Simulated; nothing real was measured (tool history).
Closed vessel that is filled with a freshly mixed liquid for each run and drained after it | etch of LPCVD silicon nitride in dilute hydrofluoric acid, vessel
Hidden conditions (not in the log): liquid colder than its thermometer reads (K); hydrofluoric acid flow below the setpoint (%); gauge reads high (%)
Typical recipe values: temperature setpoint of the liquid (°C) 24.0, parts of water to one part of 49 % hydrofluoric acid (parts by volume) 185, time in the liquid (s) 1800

run    hour  temperature setpoint of the liquid (°C)  parts of water to one part of 49 % hydrofluoric acid (parts by volume)  time in the liquid (s)  wafers since the last listed run  hours since the thermometer was replaced  hours since the hydrofluoric acid flow meter was replaced  hours since the gauge calibration  read-back film thickness of the LPCVD silicon nitride reference wafer, read on the same gauge (nm)  thickness taken off the LPCVD silicon nitride on a monitor wafer (Å)
  1     0.0                                     24.0                                                                     185                    1800                                 0                                    1987.1                                                      928.2                              699.4                                                                                              50.013                                                                 42.52
  2    35.5                                     24.0                                                                     185                    1800                              1750                                    2022.6                                                      963.7                              734.9                                                                                              49.974                                                                 42.84
  3    68.7                                     24.0                                                                     185                    1800                              1636                                    2055.8                                                      996.9                              768.1                                                                                              49.988                                                                 42.45
  4   125.2                                     24.0                                                                     185                    1800                              2785                                    2112.3                                                     1053.4                              824.6                                                                                              49.996                                                                 42.38
  5   195.3                                     24.0                                                                     185                    1800                              3456                                    2182.4                                                     1123.5                              894.7                                                                                              49.997                                                                 42.17
  6   219.8                                     24.0                                                                     185                    1800                              1207                                    2206.9                                                     1148.0                              919.2                                                                                              49.983                                                                 41.64
  7   248.1                                     24.0                                                                     185                    1800                              1395                                    2235.2                                                     1176.3                              947.5                                                                                              49.987                                                                 41.70
  8   318.2                                     24.0                                                                     185                    1800                              3456                                    2305.3                                                     1246.4                             1017.6                                                                                              49.980                                                                 41.56
  9   366.3                                     24.0                                                                     185                    2530                              2371                                    2353.4                                                     1294.5                             1065.7                                                                                              49.986                                                                 58.64
 10   393.0                                     24.0                                                                     185                    2530                              1316                                    2380.1                                                     1321.2                             1092.4                                                                                              49.997                                                                 58.33
 11   434.5                                     24.0                                                                     185                    2530                              2046                                    2421.6                                                     1362.7                             1133.9                                                                                              49.995                                                                 58.17
 12   469.0                                     24.0                                                                     185                    1285                              1700                                    2456.1                                                     1397.2                             1168.4                                                                                              49.999                                                                 29.55
 13   532.0                                     25.0                                                                     185                    1800                              3106                                    2519.1                                                     1460.2                             1231.4                                                                                              50.006                                                                 43.94
 14   571.9                                     25.0                                                                     185                    1800                              1967                                    2559.0                                                     1500.1                             1271.3                                                                                              50.031                                                                 44.37
 15   603.9                                     25.0                                                                     185                    1800                              1577                                    2591.0                                                     1532.1                             1303.3                                                                                              49.991                                                                 44.14
 16   644.5                                     24.0                                                                     185                    1800                              2001                                    2631.6                                                     1572.7                             1343.9                                                                                              50.016                                                                 41.17
 17   694.9                                     20.0                                                                     125                    2685                              2484                                    2682.0                                                     1623.1                             1394.3                                                                                              50.017                                                                 68.82
 18   756.0                                     28.5                                                                     100                    1800                              3012                                    2743.1                                                     1684.2                             1455.4                                                                                              49.978                                                                101.01
      758.1  -- thermometer replaced
 19   820.5                                     24.0                                                                     185                    1800                              3130                                      62.4                                                     1748.7                             1519.9                                                                                              50.020                                                                 46.60
 20   890.5                                     28.5                                                                     105                    1800                              3451                                     132.4                                                     1818.7                             1589.9                                                                                              50.023                                                                109.35
 21   936.6                                     24.0                                                                     185                    1800                              2272                                     178.5                                                     1864.8                             1636.0                                                                                              50.012                                                                 46.55
      954.8  -- gauge calibrated
 22   998.0                                     21.5                                                                     240                    2215                              3027                                     239.9                                                     1926.2                               43.2                                                                                              49.983                                                                 37.51
 23  1048.8                                     24.0                                                                     185                    1170                              2504                                     290.7                                                     1977.0                               94.0                                                                                              49.982                                                                 29.80
     1073.7  -- hydrofluoric acid flow meter replaced
 24  1083.2                                     24.0                                                                     185                     950                              1646                                     325.1                                                        9.5                              128.4                                                                                              49.996                                                                 24.05
 25  1147.7                                     27.5                                                                     255                     950                              3180                                     389.6                                                       74.0                              192.9                                                                                              49.989                                                                 22.08
 26  1218.9                                     26.5                                                                     270                    2155                              3510                                     460.8                                                      145.2                              264.1                                                                                              50.030                                                                 43.80
 27  1255.2                                     24.0                                                                     185                    1800                              1789                                     497.1                                                      181.5                              300.4                                                                                              49.994                                                                 46.07
 28  1322.3                                     24.0                                                                     185                    1800                              3308                                     564.2                                                      248.6                              367.5                                                                                              49.982                                                                 45.49
 29  1387.0                                     19.5                                                                     155                    1800                              3189                                     628.9                                                      313.3                              432.2                                                                                              49.982                                                                 39.93
 30  1457.3                                     22.0                                                                     255                     830                              3465                                     699.2                                                      383.6                              502.5                                                                                              49.998                                                                 13.44
 31  1509.3                                     24.0                                                                     185                    1800                              2563                                     751.2                                                      435.6                              554.5                                                                                              49.993                                                                 45.28

For each run, the measured value with the value that run would have given without the tool's hidden condition subtracted. The run-to-run variation is shared by both, the gauge scatter possibly not:
run  thickness taken off the LPCVD silicon nitride on a monitor wafer (Å)
  1                                                                 -5.08
  2                                                                 -5.21
  3                                                                 -5.23
  4                                                                 -5.37
  5                                                                 -5.50
  6                                                                 -5.49
  7                                                                 -5.56
  8                                                                 -5.72
  9                                                                 -8.21
 10                                                                 -8.25
 11                                                                 -8.40
 12                                                                 -4.31
 13                                                                 -6.51
 14                                                                 -6.67
 15                                                                 -6.73
 16                                                                 -6.44
 17                                                                -11.67
 18                                                                -16.35
 19                                                                 -0.80
 20                                                                 -2.24
 21                                                                 -1.08
 22                                                                 -0.97
 23                                                                 -0.84
 24                                                                 -0.74
 25                                                                 -0.70
 26                                                                 -1.53
 27                                                                 -1.80
 28                                                                 -1.92
 29                                                                 -1.92
 30                                                                 -0.66
 31                                                                 -2.38

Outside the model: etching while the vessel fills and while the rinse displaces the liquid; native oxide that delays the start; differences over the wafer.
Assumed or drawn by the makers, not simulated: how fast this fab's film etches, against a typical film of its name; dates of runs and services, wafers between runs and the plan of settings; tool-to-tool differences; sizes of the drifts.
